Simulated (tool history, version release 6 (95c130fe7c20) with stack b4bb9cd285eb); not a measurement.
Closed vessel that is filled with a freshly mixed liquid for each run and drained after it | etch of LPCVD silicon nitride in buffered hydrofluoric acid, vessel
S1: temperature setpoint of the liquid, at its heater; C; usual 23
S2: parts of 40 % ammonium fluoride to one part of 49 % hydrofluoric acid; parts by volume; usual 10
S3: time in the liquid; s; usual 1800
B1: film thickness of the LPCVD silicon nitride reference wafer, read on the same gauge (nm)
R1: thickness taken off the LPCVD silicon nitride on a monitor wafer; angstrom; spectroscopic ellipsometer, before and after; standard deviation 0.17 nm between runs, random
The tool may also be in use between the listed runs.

run   hour    S1    S2    S3     B1     R1
  1      0    20    10  1800  92.03  184.8
  2   51.8    20    10  1800  92.36  185.1
  3   80.6  20.5    10  1800  92.49  192.5
  4   95.7  20.5    10  1800   92.6  190.8
  5    130    21     9  1800  92.79  213.8
  6  157.2    21     9  1800  92.95  211.7
     165.3  -- hydrofluoric acid flow meter replaced
  7    175    21     9  1800  93.05    213
  8  196.1    23    10  1800  93.21  222.4
     218.8  -- gauge calibrated
  9  223.1    23    10  1800  89.89  214.8
 10  249.9    23    10  2135  89.89  254.2
 11  294.2    23    10  1800   89.9  214.5
 12  344.2    20   6.5  1800  89.94  271.1
 13  369.2    23     7  1800  89.95  299.4
 14  382.4    27     9  2600  89.95  411.7
 15  417.7    23    10  2320  90.01  279.2
 16  449.9    23    10  1800  90.03  215.2
 17  466.6    23    10  1800  90.05  215.2
 18  492.8    21     9  1800  90.11  205.8
     495.4  -- thermometer replaced
 19  505.9    23    10  1005  90.12  120.5
 20  540.6  25.5   7.5   980  90.17  174.8
 21  557.5  24.5  13.5  1800  90.19  175.5
 22  580.3    23    10  2320  90.26  276.2
 23    608    19    10  1800  90.29  172.3
 24  683.4    23    10  1800  90.47  217.5
 25  698.1    23    14  1800  90.51  155.6
 26  732.5  25.5  12.5  1800  90.62  198.8
 27  758.9    23  11.5  1330  90.68  139.7
 28  776.5    19   8.5   845  90.72   92.2
 29  791.2    23    10  1800  90.77  216.7
 30  819.3    23  13.5  1800  90.85  160.4
 31    834    23    10  1800   90.9  214.9

Give the tool's hidden conditions for every run:
liquid colder than its thermometer reads (K): 0 on each run
hydrofluoric acid flow below the setpoint (%): 0 on each run
H1: gauge reads high (%)
run        H1
  1      2.29
  2       2.6
  3      2.79
  4      2.88
  5      3.11
  6      3.29
  7      3.42
  8      3.56
  9    -0.123
 10     -0.12
 11    -0.106
 12   -0.0757
 13   -0.0551
 14   -0.0428
 15  -0.00463
 16    0.0367
 17    0.0605
 18     0.101
 19     0.123
 20     0.186
 21     0.219
 22     0.267
 23     0.329
 24     0.521
 25     0.562
 26     0.664
 27     0.747
 28     0.805
 29     0.854
 30     0.952
 31      1.01

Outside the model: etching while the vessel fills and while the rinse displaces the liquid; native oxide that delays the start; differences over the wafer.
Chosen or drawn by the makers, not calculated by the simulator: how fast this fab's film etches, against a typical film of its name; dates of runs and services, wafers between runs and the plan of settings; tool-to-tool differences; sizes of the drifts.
